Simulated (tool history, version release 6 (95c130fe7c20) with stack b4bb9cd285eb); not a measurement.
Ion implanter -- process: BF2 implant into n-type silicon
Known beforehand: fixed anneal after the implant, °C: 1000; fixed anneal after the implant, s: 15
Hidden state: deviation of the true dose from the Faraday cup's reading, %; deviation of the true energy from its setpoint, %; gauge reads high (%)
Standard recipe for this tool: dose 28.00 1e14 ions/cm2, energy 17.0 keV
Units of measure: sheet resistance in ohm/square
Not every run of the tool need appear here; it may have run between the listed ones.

| run | hour | dose | energy | wafers since the last listed run | hours since the last dose calibration | hours since the extraction supply was calibrated | hours since the gauge calibration | read-back reference wafer on the same gauge, sheet resistance | sheet resistance |
|---|---|---|---|---|---|---|---|---|---|
| 1 | 0.0 | 28.00 | 17.0 | 0 | 630.0 | 4910.3 | 2647.8 | 210.98 | 186.65 |
| 2 | 82.9 | 28.00 | 17.0 | 850 | 712.9 | 4993.2 | 2730.7 | 211.14 | 186.55 |
| 3 | 140.5 | 28.00 | 12.5 | 590 | 770.5 | 5050.8 | 2788.3 | 211.08 | 212.82 |
| 4 | 213.3 | 28.00 | 17.0 | 746 | 843.3 | 5123.6 | 2861.1 | 210.93 | 187.62 |
| 5 | 299.5 | 28.00 | 17.0 | 883 | 929.5 | 5209.8 | 2947.3 | 210.86 | 187.00 |
| 6 | 391.9 | 28.00 | 17.0 | 947 | 1021.9 | 5302.2 | 3039.7 | 211.17 | 187.07 |
|  | 408.1 | Faraday cup replaced and dose calibrated |
| 7 | 431.5 | 28.00 | 17.0 | 324 | 23.4 | 5341.8 | 3079.3 | 211.02 | 187.22 |
| 8 | 514.9 | 28.00 | 17.0 | 855 | 106.8 | 5425.2 | 3162.7 | 211.15 | 186.99 |
| 9 | 601.3 | 28.00 | 13.5 | 885 | 193.2 | 5511.6 | 3249.1 | 210.92 | 207.72 |
| 10 | 757.0 | 28.00 | 13.5 | 1596 | 348.9 | 5667.3 | 3404.8 | 210.93 | 207.38 |
| 11 | 846.8 | 28.00 | 13.5 | 920 | 438.7 | 5757.1 | 3494.6 | 211.17 | 207.57 |
| 12 | 906.5 | 28.00 | 17.0 | 612 | 498.4 | 5816.8 | 3554.3 | 210.99 | 187.48 |
| 13 | 949.9 | 28.00 | 17.0 | 445 | 541.8 | 5860.2 | 3597.7 | 211.04 | 187.40 |
|  | 992.0 | gauge calibrated |
| 14 | 1019.1 | 28.00 | 17.0 | 709 | 611.0 | 5929.4 | 27.1 | 210.94 | 187.51 |
| 15 | 1080.0 | 28.00 | 17.0 | 624 | 671.9 | 5990.3 | 88.0 | 211.07 | 187.54 |
| 16 | 1148.2 | 23.16 | 20.0 | 699 | 740.1 | 6058.5 | 156.2 | 210.86 | 177.53 |
| 17 | 1210.1 | 28.00 | 17.0 | 634 | 802.0 | 6120.4 | 218.1 | 211.17 | 187.86 |
| 18 | 1261.2 | 28.00 | 17.0 | 523 | 853.1 | 6171.5 | 269.2 | 210.96 | 187.48 |
|  | 1272.6 | extraction supply calibrated |
| 19 | 1339.9 | 23.48 | 17.0 | 724 | 931.8 | 67.3 | 347.9 | 210.98 | 186.90 |
| 20 | 1419.3 | 28.00 | 17.0 | 814 | 1011.2 | 146.7 | 427.3 | 210.99 | 183.84 |
|  | 1473.9 | Faraday cup replaced and dose calibrated |
| 21 | 1474.4 | 34.02 | 21.5 | 482 | 0.5 | 201.8 | 482.4 | 211.04 | 162.45 |
| 22 | 1511.9 | 24.24 | 19.5 | 384 | 38.0 | 239.3 | 519.9 | 211.04 | 176.11 |
| 23 | 1582.8 | 24.30 | 22.5 | 727 | 108.9 | 310.2 | 590.8 | 210.90 | 162.93 |
| 24 | 1639.1 | 22.11 | 22.5 | 577 | 165.2 | 366.5 | 647.1 | 210.99 | 164.86 |
| 25 | 1707.6 | 28.00 | 19.0 | 702 | 233.7 | 435.0 | 715.6 | 211.05 | 175.74 |
| 26 | 1772.1 | 28.00 | 18.5 | 661 | 298.2 | 499.5 | 780.1 | 211.01 | 177.57 |
| 27 | 1878.6 | 28.00 | 20.5 | 1092 | 404.7 | 606.0 | 886.6 | 211.18 | 170.07 |
| 28 | 1950.3 | 28.00 | 15.5 | 735 | 476.4 | 677.7 | 958.3 | 211.07 | 192.56 |
| 29 | 2120.2 | 22.11 | 22.5 | 1742 | 646.3 | 847.6 | 1128.2 | 211.05 | 165.38 |
| 30 | 2196.6 | 34.03 | 13.0 | 783 | 722.7 | 924.0 | 1204.6 | 210.92 | 203.98 |
| 31 | 2270.1 | 28.00 | 17.0 | 753 | 796.2 | 997.5 | 1278.1 | 211.00 | 184.68 |
| 32 | 2355.1 | 33.12 | 12.0 | 871 | 881.2 | 1082.5 | 1363.1 | 210.99 | 211.35 |
| 33 | 2429.6 | 28.00 | 19.0 | 763 | 955.7 | 1157.0 | 1437.6 | 210.97 | 176.09 |
| 34 | 2602.1 | 34.85 | 12.5 | 1768 | 1128.2 | 1329.5 | 1610.1 | 211.04 | 207.71 |
|  | 2664.2 | Faraday cup replaced and dose calibrated |
| 35 | 2683.7 | 23.24 | 15.5 | 754 | 19.5 | 1411.1 | 1691.7 | 210.78 | 196.40 |
| 36 | 2742.2 | 28.00 | 22.5 | 599 | 78.0 | 1469.6 | 1750.2 | 210.97 | 162.47 |
| 37 | 2779.6 | 28.00 | 17.0 | 383 | 115.4 | 1507.0 | 1787.6 | 211.09 | 185.85 |
| 38 | 2844.2 | 24.24 | 19.5 | 662 | 180.0 | 1571.6 | 1852.2 | 211.20 | 176.36 |

Hidden state, per run?
deviation of the true dose from the Faraday cup's reading, %: 0, the same for each run
gauge reads high (%): 0, the same for each run
H1: deviation of the true energy from its setpoint, %
| run | H1 |
|---|---|
| 1 | -3.26 |
| 2 | -3.32 |
| 3 | -3.36 |
| 4 | -3.42 |
| 5 | -3.48 |
| 6 | -3.55 |
| 7 | -3.58 |
| 8 | -3.64 |
| 9 | -3.7 |
| 10 | -3.81 |
| 11 | -3.88 |
| 12 | -3.92 |
| 13 | -3.95 |
| 14 | -4 |
| 15 | -4.05 |
| 16 | -4.1 |
| 17 | -4.14 |
| 18 | -4.18 |
| 19 | -0.224 |
| 20 | -0.282 |
| 21 | -0.323 |
| 22 | -0.35 |
| 23 | -0.402 |
| 24 | -0.443 |
| 25 | -0.493 |
| 26 | -0.54 |
| 27 | -0.618 |
| 28 | -0.67 |
| 29 | -0.794 |
| 30 | -0.85 |
| 31 | -0.903 |
| 32 | -0.965 |
| 33 | -1.02 |
| 34 | -1.15 |
| 35 | -1.21 |
| 36 | -1.25 |
| 37 | -1.28 |
| 38 | -1.32 |
